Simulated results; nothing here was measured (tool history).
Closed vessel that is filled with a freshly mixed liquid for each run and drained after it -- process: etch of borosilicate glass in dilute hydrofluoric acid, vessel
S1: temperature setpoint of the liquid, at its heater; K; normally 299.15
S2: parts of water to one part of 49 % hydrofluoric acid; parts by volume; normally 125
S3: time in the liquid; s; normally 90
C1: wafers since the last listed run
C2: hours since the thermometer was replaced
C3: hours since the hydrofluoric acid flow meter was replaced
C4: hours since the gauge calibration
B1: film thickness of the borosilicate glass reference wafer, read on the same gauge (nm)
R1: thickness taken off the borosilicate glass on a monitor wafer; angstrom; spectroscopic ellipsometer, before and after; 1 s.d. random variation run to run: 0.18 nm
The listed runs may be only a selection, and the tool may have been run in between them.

Run 1, day 0.000: usual settings but S1 300.15 K, S2 150 parts by volume; C1 0; C2 1568.1; C3 1666.0; C4 183.2; B1 109.97. Result: R1 255.1 angstrom.
Run 2, day 0.558: usual settings; C1 1333; C2 1581.5; C3 1679.4; C4 196.6; B1 110.01. Result: R1 302.8 angstrom.
Run 3, day 0.838: usual settings; C1 666; C2 1588.2; C3 1686.1; C4 203.3; B1 109.96. Result: R1 302.6 angstrom.
Run 4, day 1.271: usual settings; C1 1034; C2 1598.6; C3 1696.5; C4 213.7; B1 109.99. Result: R1 301.3 angstrom.
Run 5, day 1.783: usual settings but S1 301.65 K; C1 1223; C2 1610.9; C3 1708.8; C4 226.0; B1 110.05. Result: R1 332.2 angstrom.
Run 6, day 2.333: usual settings; C1 1313; C2 1624.1; C3 1722.0; C4 239.2; B1 109.98. Result: R1 300.0 angstrom.
At day 2.717: thermometer replaced.
Run 7, day 2.917: usual settings but S1 296.15 K; C1 1293; C2 4.8; C3 1736.0; C4 253.2; B1 109.97. Result: R1 293.7 angstrom.
At day 3.338: hydrofluoric acid flow meter replaced.
Run 8, day 3.358: usual settings but S1 296.15 K; C1 955; C2 15.4; C3 0.5; C4 263.8; B1 109.96. Result: R1 332.2 angstrom.
Run 9, day 3.721: usual settings but S1 301.15 K; C1 865; C2 24.1; C3 9.2; C4 272.5; B1 110.01. Result: R1 400.8 angstrom.
Run 10, day 4.175: usual settings but S1 301.15 K; C1 1084; C2 35.0; C3 20.1; C4 283.4; B1 109.98. Result: R1 401.4 angstrom.
Run 11, day 4.538: usual settings but S1 301.15 K; C1 865; C2 43.7; C3 28.8; C4 292.1; B1 109.99. Result: R1 399.8 angstrom.
At day 4.996: gauge calibrated.
Run 12, day 5.196: usual settings but S1 302.65 K; C1 1572; C2 59.5; C3 44.6; C4 4.8; B1 109.99. Result: R1 421.4 angstrom.
Run 13, day 5.667: usual settings but S1 295.65 K, S3 75 s; C1 1124; C2 70.8; C3 55.9; C4 16.1; B1 110.00. Result: R1 268.1 angstrom.
Run 14, day 6.275: usual settings; C1 1452; C2 85.4; C3 70.5; C4 30.7; B1 109.97. Result: R1 368.8 angstrom.
Run 15, day 6.746: usual settings; C1 1124; C2 96.7; C3 81.8; C4 42.0; B1 109.98. Result: R1 370.8 angstrom.
Run 16, day 7.233: usual settings but S1 302.65 K, S2 85 parts by volume; C1 1164; C2 108.4; C3 93.5; C4 53.7; B1 109.98. Result: R1 652.7 angstrom.
Run 17, day 8.538: usual settings; C1 3114; C2 139.7; C3 124.8; C4 85.0; B1 110.01. Result: R1 366.3 angstrom.
Run 18, day 8.983: usual settings but S1 297.65 K, S3 130 s; C1 1064; C2 150.4; C3 135.5; C4 95.7; B1 109.97. Result: R1 498.4 angstrom.
Run 19, day 9.383: usual settings but S1 294.65 K, S2 110 parts by volume; C1 955; C2 160.0; C3 145.1; C4 105.3; B1 110.03. Result: R1 357.5 angstrom.
Run 20, day 9.746: usual settings but S1 301.15 K, S3 60 s; C1 865; C2 168.7; C3 153.8; C4 114.0; B1 109.99. Result: R1 261.7 angstrom.
Run 21, day 10.300: usual settings; C1 1323; C2 182.0; C3 167.1; C4 127.3; B1 109.99. Result: R1 362.4 angstrom.
Run 22, day 10.571: usual settings; C1 646; C2 188.5; C3 173.6; C4 133.8; B1 109.95. Result: R1 367.2 angstrom.
Run 23, day 11.238: usual settings but S1 297.15 K, S3 110 s; C1 1591; C2 204.5; C3 189.6; C4 149.8; B1 110.00. Result: R1 410.7 angstrom.
Run 24, day 11.658: usual settings but S2 150 parts by volume; C1 1004; C2 214.6; C3 199.7; C4 159.9; B1 109.95. Result: R1 293.1 angstrom.
Run 25, day 11.938: usual settings but S1 297.65 K, S2 75 parts by volume, S3 125 s; C1 666; C2 221.3; C3 206.4; C4 166.6; B1 109.98. Result: R1 852.4 angstrom.

What does the tool deliver on the next run?
Run 26, day 12.196: usual settings but S2 90 parts by volume, S3 75 s; C1 616; C2 227.5; C3 212.6; C4 172.8; B1 ?. Result: R1 ?.

B1: 109.99
R1: 439.1 angstrom
Take away the tool's hidden state, keep the run-to-run variation as it was, and the same run would have given R1 454.6 angstrom.
